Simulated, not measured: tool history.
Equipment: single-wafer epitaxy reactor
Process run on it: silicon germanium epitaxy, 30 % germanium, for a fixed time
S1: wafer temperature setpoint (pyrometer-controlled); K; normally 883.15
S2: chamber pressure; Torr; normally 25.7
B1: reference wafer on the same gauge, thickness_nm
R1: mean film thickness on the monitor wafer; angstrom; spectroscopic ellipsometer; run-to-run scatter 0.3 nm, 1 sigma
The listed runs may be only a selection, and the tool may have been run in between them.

run,day,S1,S2,B1,R1
1,0,883.15,25.7,77.54,864.83
2,0.746,883.15,25.7,77.778,863.73
3,1.342,883.15,25.7,77.712,866.52
4,2.371,883.15,25.7,77.739,866.93
5,3.75,883.15,25.7,77.575,860.21
6,4.375,875.15,25.7,77.566,728.42
7,5.725,883.15,25.7,77.601,859.24
8,7,890.15,25.7,77.726,989.61
9,7.962,890.15,25.7,77.725,989.28
# day 9.817: gauge calibrated
# day 11.158: capacitance manometer re-zeroed and calibrated
10,12.258,890.15,25.7,77.789,1008.96
11,12.8,883.15,29.9,77.736,962.67
12,14.046,883.15,25.7,77.75,876.98
13,15.525,893.15,25.7,77.757,1080.68
14,16.554,871.15,28.8,77.761,738.74
15,17.846,883.15,28.5,77.729,938.13
16,18.754,883.15,25.7,77.637,881.05
17,19.95,879.15,25.7,77.701,813.85
18,20.596,877.15,28.8,77.756,833.81
19,21.1,883.15,32,77.764,1001.49
20,22.567,883.15,25.7,77.624,882.38
21,25.383,888.15,25.7,77.667,976.61
# day 25.883: showerhead replaced
# day 25.917: pyrometer calibrated
22,26.658,883.15,25.7,77.653,857.84
23,27.992,893.15,19.4,77.773,868.26
24,30.279,883.15,25.7,77.681,853.2
25,31.392,892.15,23.1,77.775,952.02
26,32.262,892.15,28.7,77.532,1088.77
27,33.342,894.15,29.1,77.674,1144.8
28,34.492,868.15,27.6,77.692,645.92
29,35.638,871.15,27.5,77.617,692.71
30,36.271,894.15,30.8,77.65,1173.58
31,37.279,883.15,25.7,77.706,850.61
32,38.638,883.15,25.7,77.701,850.6
33,39.192,889.15,19.5,77.692,800.22
34,40.388,883.15,30,77.782,928.79

Results per run with the tool's hidden condition removed, run-to-run variation unchanged:
Hidden state at play: wafer temperature above the value expected at the setpoint (K); true pressure above the setpoint (%); gauge reads high (%).
run,R1
1,854.68
2,854.05
3,857.18
4,858.26
5,852.57
6,721.95
7,853.09
8,984.17
9,984.79
10,978.18
11,932.69
12,849.4
13,1047.14
14,714.51
15,908.05
16,852.73
17,787.39
18,806.56
19,969.23
20,854
21,945.89
22,857.89
23,868.59
24,854.09
25,953.42
26,1090.75
27,1147.43
28,647.63
29,694.96
30,1178.03
31,854.25
32,854.95
33,804.67
34,934.65
